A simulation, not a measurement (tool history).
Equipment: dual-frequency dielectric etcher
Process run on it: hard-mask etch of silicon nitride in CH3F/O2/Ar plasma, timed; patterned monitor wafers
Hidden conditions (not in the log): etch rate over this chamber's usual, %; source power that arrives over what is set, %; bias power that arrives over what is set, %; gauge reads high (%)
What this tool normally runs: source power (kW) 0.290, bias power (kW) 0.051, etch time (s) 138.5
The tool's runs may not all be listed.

run     day  source power (kW)  bias power (kW)  etch time (s)  wafers since the last listed run  hours since the last wet clean  hours since the last source power generator calibration  hours since the last bias power generator calibration  hours since the last upper electrode change  hours since the gauge calibration  read-back reference wafer on the same gauge, depth_nm  mean etch depth across the wafer (nm)
  1   0.000              0.330            0.048          138.5                                 0                           249.5                                                   4956.6                                                 2127.7                                       3765.1                              143.1                                                   83.1                                   79.2
  2   0.592              0.290            0.051          138.5                                79                           263.7                                                   4970.8                                                 2141.9                                       3779.3                              157.3                                                   83.1                                   76.8
  3   1.654              0.320            0.059          138.5                               142                           289.2                                                   4996.3                                                 2167.4                                       3804.8                              182.8                                                   83.2                                   83.6
  4   2.329              0.320            0.059          138.5                                90                           305.4                                                   5012.5                                                 2183.6                                       3821.0                              199.0                                                   83.2                                   83.9
  5   2.854              0.320            0.059          138.5                                70                           318.0                                                   5025.1                                                 2196.2                                       3833.6                              211.6                                                   83.2                                   84.2
  6   3.267              0.290            0.046          138.5                                55                           327.9                                                   5035.0                                                 2206.1                                       3843.5                              221.5                                                   83.4                                   73.3
  7   3.758              0.290            0.051          126.0                                66                           339.7                                                   5046.8                                                 2217.9                                       3855.3                              233.3                                                   83.2                                   69.5
      4.908  -- upper electrode replaced
  8   4.929              0.290            0.051          126.0                                22                           367.8                                                   5074.9                                                 2246.0                                          0.5                              261.4                                                   83.2                                   69.6
  9   5.171              0.290            0.051          126.0                                32                           373.6                                                   5080.7                                                 2251.8                                          6.3                              267.2                                                   83.3                                   69.6
 10   6.788              0.290            0.051          148.0                               217                           412.4                                                   5119.5                                                 2290.6                                         45.1                              306.0                                                   83.2                                   81.1
      6.992  -- source power generator calibrated
 11   7.154              0.290            0.051          148.0                                26                           421.2                                                      3.9                                                 2299.4                                         53.9                              314.8                                                   83.1                                   80.9
      8.238  -- bias power generator calibrated
      8.617  -- wet clean of the chamber
 12   8.638              0.310            0.051          138.5                               126                             0.5                                                     39.5                                                    9.6                                         89.5                              350.4                                                   83.2                                   81.4
 13   8.650              0.340            0.063          107.0                                 1                             0.8                                                     39.8                                                    9.9                                         89.8                              350.7                                                   83.2                                   70.0
 14   8.800              0.290            0.051          138.5                                20                             4.4                                                     43.4                                                   13.5                                         93.4                              354.3                                                   83.2                                   79.3
 15   9.346              0.290            0.051          138.5                                73                            17.5                                                     56.5                                                   26.6                                        106.5                              367.4                                                   83.2                                   78.5
 16   9.904              0.260            0.063          176.5                                75                            30.9                                                     69.9                                                   40.0                                        119.9                              380.8                                                   83.3                                  106.3
      9.942  -- gauge calibrated
 17  10.371              0.360            0.051          176.0                                62                            42.1                                                     81.1                                                   51.2                                        131.1                               10.3                                                   83.4                                  106.7
 18  10.896              0.290            0.051          180.0                                70                            54.7                                                     93.7                                                   63.8                                        143.7                               22.9                                                   83.2                                  102.2
 19  11.212              0.230            0.047          152.5                                42                            62.3                                                    101.3                                                   71.4                                        151.3                               30.5                                                   83.4                                   78.9
 20  11.608              0.240            0.055          166.5                                53                            71.8                                                    110.8                                                   80.9                                        160.8                               40.0                                                   83.4                                   92.1
 21  12.133              0.290            0.051          138.5                                70                            84.4                                                    123.4                                                   93.5                                        173.4                               52.6                                                   83.2                                   78.9
 22  12.704              0.290            0.051          138.5                                76                            98.1                                                    137.1                                                  107.2                                        187.1                               66.3                                                   83.3                                   78.5
 23  13.188              0.290            0.051          138.5                                64                           109.7                                                    148.7                                                  118.8                                        198.7                               77.9                                                   83.2                                   78.6

Some steps in mean etch depth across the wafer (nm) between neighbouring runs. How much of each would the tool show without its hidden state too (settings, what came in, random variation), and how much is left for the hidden state, with any gauge scatter that isn't in both results?
Run 9 -> 10: etch time (s) 126.0 -> 148.0. mean etch depth across the wafer (nm) +11.5: hidden state -0.7, all else +12.2.
Run 11 -> 12: source power (kW) 0.290 -> 0.310, etch time (s) 148.0 -> 138.5, bias power generator calibrated, wet clean of the chamber. mean etch depth across the wafer (nm) +0.5: hidden state +3.6, all else -3.1.
Run 15 -> 16: source power (kW) 0.290 -> 0.260, bias power (kW) 0.051 -> 0.063, etch time (s) 138.5 -> 176.5. mean etch depth across the wafer (nm) +27.8: hidden state -0.1, all else +27.9.
Run 18 -> 19: source power (kW) 0.290 -> 0.230, bias power (kW) 0.051 -> 0.047, etch time (s) 180.0 -> 152.5. mean etch depth across the wafer (nm) -23.3: hidden state +0.1, all else -23.4.

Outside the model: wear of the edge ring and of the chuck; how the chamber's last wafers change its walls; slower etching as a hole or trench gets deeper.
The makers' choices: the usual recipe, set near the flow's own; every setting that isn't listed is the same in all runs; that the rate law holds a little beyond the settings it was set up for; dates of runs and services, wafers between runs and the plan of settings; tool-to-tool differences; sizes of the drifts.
